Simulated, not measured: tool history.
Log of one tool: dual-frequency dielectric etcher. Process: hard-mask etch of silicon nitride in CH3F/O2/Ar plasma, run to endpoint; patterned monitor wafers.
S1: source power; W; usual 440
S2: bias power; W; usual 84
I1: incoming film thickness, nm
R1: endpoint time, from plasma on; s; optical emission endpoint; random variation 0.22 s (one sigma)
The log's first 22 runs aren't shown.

| run | day | S1 | S2 | I1 | R1 |
|---|---|---|---|---|---|
|  | 63.167 | bias power generator calibrated |
|  | 64.412 | wet clean of the chamber |
| 23 | 65.346 | 520 | 75 | 28.03 | 33.3 |
|  | 67.033 | source power generator calibrated |
| 24 | 69.229 | 440 | 73 | 28.11 | 35.8 |
| 25 | 72.817 | 440 | 98 | 28.52 | 33.4 |
| 26 | 75.154 | 440 | 84 | 28.57 | 34.9 |
| 27 | 77.608 | 440 | 84 | 27.95 | 33.7 |
| 28 | 81.129 | 470 | 76 | 28.41 | 34.5 |
| 29 | 83.471 | 440 | 103 | 28.09 | 31.7 |
|  | 85.362 | wet clean of the chamber |
| 30 | 86.233 | 440 | 84 | 28.36 | 34.4 |

Forecast each of these 5 alternatives for the next run:
| A | 86.25 | 380 | 84 | 27.87 | ? |
| B | 86.25 | 490 | 102 | 27.87 | ? |
| C | 86.25 | 400 | 76 | 27.87 | ? |
| D | 86.25 | 350 | 96 | 27.87 | ? |
| E | 86.25 | 360 | 84 | 27.87 | ? |

| run | R1 |
|---|---|
| A | 36.6 |
| B | 31.3 |
| C | 36.9 |
| D | 36.4 |
| E | 37.4 |
Without the tool's hidden state the same runs would have given:
| run | R1 |
|---|---|
| A | 36.7 |
| B | 31.3 |
| C | 36.9 |
| D | 36.4 |
| E | 37.5 |
